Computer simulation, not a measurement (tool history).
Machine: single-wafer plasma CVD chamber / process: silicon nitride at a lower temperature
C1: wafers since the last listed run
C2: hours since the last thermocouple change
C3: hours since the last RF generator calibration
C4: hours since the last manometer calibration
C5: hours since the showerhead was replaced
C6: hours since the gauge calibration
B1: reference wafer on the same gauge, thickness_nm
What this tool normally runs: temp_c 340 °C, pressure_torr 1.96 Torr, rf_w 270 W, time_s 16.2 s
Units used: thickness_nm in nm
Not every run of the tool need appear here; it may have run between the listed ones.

Run 1, hour 0.0: usual settings but time_s 14.7 s; C1 0; C2 799.7; C3 637.1; C4 1228.9; C5 4791.0; C6 2564.8; B1 16.299. Result: thickness_nm 14.127 nm.
Run 2, hour 78.3: usual settings but temp_c 337 °C; C1 3195; C2 878.0; C3 715.4; C4 1307.2; C5 4869.3; C6 2643.1; B1 16.315. Result: thickness_nm 15.626 nm.
Run 3, hour 131.1: usual settings but temp_c 337 °C; C1 2155; C2 930.8; C3 768.2; C4 1360.0; C5 4922.1; C6 2695.9; B1 16.294. Result: thickness_nm 15.574 nm.
Run 4, hour 179.8: usual settings but temp_c 337 °C; C1 1987; C2 979.5; C3 816.9; C4 1408.7; C5 4970.8; C6 2744.6; B1 16.290. Result: thickness_nm 15.651 nm.
At hour 205.8: gauge calibrated.
Run 5, hour 243.8: usual settings; C1 2612; C2 1043.5; C3 880.9; C4 1472.7; C5 5034.8; C6 38.0; B1 16.295. Result: thickness_nm 15.577 nm.
Run 6, hour 329.0: usual settings; C1 3477; C2 1128.7; C3 966.1; C4 1557.9; C5 5120.0; C6 123.2; B1 16.296. Result: thickness_nm 15.486 nm.
Run 7, hour 405.5: usual settings; C1 3122; C2 1205.2; C3 1042.6; C4 1634.4; C5 5196.5; C6 199.7; B1 16.284. Result: thickness_nm 15.571 nm.
Run 8, hour 493.7: usual settings but pressure_torr 1.83 Torr; C1 3599; C2 1293.4; C3 1130.8; C4 1722.6; C5 5284.7; C6 287.9; B1 16.290. Result: thickness_nm 15.178 nm.
Run 9, hour 564.9: usual settings but time_s 17.2 s; C1 2906; C2 1364.6; C3 1202.0; C4 1793.8; C5 5355.9; C6 359.1; B1 16.327. Result: thickness_nm 16.329 nm.
Run 10, hour 627.2: usual settings but pressure_torr 1.57 Torr; C1 2542; C2 1426.9; C3 1264.3; C4 1856.1; C5 5418.2; C6 421.4; B1 16.281. Result: thickness_nm 14.712 nm.
Run 11, hour 697.0: usual settings but pressure_torr 1.59 Torr; C1 2848; C2 1496.7; C3 1334.1; C4 1925.9; C5 5488.0; C6 491.2; B1 16.315. Result: thickness_nm 14.722 nm.
At hour 769.1: RF generator calibrated.
Run 12, hour 786.8: usual settings but rf_w 300 W; C1 3338; C2 1586.5; C3 17.7; C4 2015.7; C5 5577.8; C6 581.0; B1 16.306. Result: thickness_nm 16.562 nm.
Run 13, hour 876.6: usual settings; C1 3665; C2 1676.3; C3 107.5; C4 2105.5; C5 5667.6; C6 670.8; B1 16.301. Result: thickness_nm 15.011 nm.
At hour 897.9: showerhead replaced.
Run 14, hour 925.8: usual settings but temp_c 333 °C, pressure_torr 1.80 Torr; C1 1681; C2 1725.5; C3 156.7; C4 2154.7; C5 27.9; C6 720.0; B1 16.301. Result: thickness_nm 14.776 nm.
Run 15, hour 970.7: usual settings but pressure_torr 1.78 Torr, rf_w 235 W; C1 1832; C2 1770.4; C3 201.6; C4 2199.6; C5 72.8; C6 764.9; B1 16.312. Result: thickness_nm 12.657 nm.
Run 16, hour 1016.4: usual settings; C1 1865; C2 1816.1; C3 247.3; C4 2245.3; C5 118.5; C6 810.6; B1 16.286. Result: thickness_nm 14.887 nm.
At hour 1086.7: thermocouple changed; heater temperature recalibrated.
At hour 1089.2: capacitance manometer re-zeroed and calibrated.
Run 17, hour 1102.9: usual settings but pressure_torr 1.71 Torr; C1 3101; C2 16.2; C3 333.8; C4 13.7; C5 205.0; C6 897.1; B1 16.318. Result: thickness_nm 14.557 nm.
At hour 1147.6: RF generator calibrated, repeated, since the last time left the tool worse.
Run 18, hour 1199.8: usual settings; C1 3628; C2 113.1; C3 52.2; C4 110.6; C5 301.9; C6 994.0; B1 16.307. Result: thickness_nm 15.780 nm.
Run 19, hour 1267.8: usual settings but temp_c 334 °C, pressure_torr 1.80 Torr; C1 2775; C2 181.1; C3 120.2; C4 178.6; C5 369.9; C6 1062.0; B1 16.299. Result: thickness_nm 15.501 nm.
Run 20, hour 1331.5: usual settings but temp_c 347 °C, rf_w 220 W; C1 2599; C2 244.8; C3 183.9; C4 242.3; C5 433.6; C6 1125.7; B1 16.308. Result: thickness_nm 12.624 nm.
Run 21, hour 1435.4: usual settings but temp_c 336 °C, pressure_torr 1.51 Torr, rf_w 290 W, time_s 13.8 s; C1 4240; C2 348.7; C3 287.8; C4 346.2; C5 537.5; C6 1229.6; B1 16.306. Result: thickness_nm 13.621 nm.
Run 22, hour 1542.1: usual settings but temp_c 344 °C, pressure_torr 2.18 Torr, time_s 19.3 s; C1 4354; C2 455.4; C3 394.5; C4 452.9; C5 644.2; C6 1336.3; B1 16.315. Result: thickness_nm 19.180 nm.
Run 23, hour 1579.9: usual settings; C1 1542; C2 493.2; C3 432.3; C4 490.7; C5 682.0; C6 1374.1; B1 16.298. Result: thickness_nm 15.744 nm.
Run 24, hour 1617.2: usual settings but temp_c 352 °C, pressure_torr 2.23 Torr, rf_w 220 W, time_s 14.1 s; C1 1522; C2 530.5; C3 469.6; C4 528.0; C5 719.3; C6 1411.4; B1 16.305. Result: thickness_nm 11.295 nm.
Run 25, hour 1671.2: usual settings but temp_c 336 °C, pressure_torr 2.18 Torr; C1 2203; C2 584.5; C3 523.6; C4 582.0; C5 773.3; C6 1465.4; B1 16.307. Result: thickness_nm 16.046 nm.
Run 26, hour 1775.9: usual settings; C1 4273; C2 689.2; C3 628.3; C4 686.7; C5 878.0; C6 1570.1; B1 16.286. Result: thickness_nm 15.820 nm.
Run 27, hour 1844.0: usual settings; C1 2779; C2 757.3; C3 696.4; C4 754.8; C5 946.1; C6 1638.2; B1 16.302. Result: thickness_nm 15.637 nm.
Run 28, hour 1972.0: usual settings but temp_c 344 °C, pressure_torr 2.12 Torr, rf_w 235 W, time_s 13.0 s; C1 5224; C2 885.3; C3 824.4; C4 882.8; C5 1074.1; C6 1766.2; B1 16.296. Result: thickness_nm 11.153 nm.

What if the next run were any one of these 4? Each begins from the tool's condition after run 28:
Run A, hour 1972.4: usual settings; C1 16; C2 885.7; C3 824.8; C4 883.2; C5 1074.5; C6 1766.6; B1 ?. Result: thickness_nm ?.
Run B, hour 1972.4: usual settings but pressure_torr 2.10 Torr; C1 16; C2 885.7; C3 824.8; C4 883.2; C5 1074.5; C6 1766.6; B1 ?. Result: thickness_nm ?.
Run C, hour 1972.4: usual settings but rf_w 320 W; C1 16; C2 885.7; C3 824.8; C4 883.2; C5 1074.5; C6 1766.6; B1 ?. Result: thickness_nm ?.
Run D, hour 1972.4: usual settings but temp_c 354 °C, pressure_torr 1.63 Torr, rf_w 250 W; C1 16; C2 885.7; C3 824.8; C4 883.2; C5 1074.5; C6 1766.6; B1 ?. Result: thickness_nm ?.

run      B1  thickness_nm
  A  16.285        15.634
  B  16.285        15.852
  C  16.285        18.240
  D  16.285        13.875
The same runs, with their run-to-run variation unchanged, on a tool lacking any hidden condition would have given:
run  thickness_nm
  A        15.768
  B        15.988
  C        18.382
  D        13.994
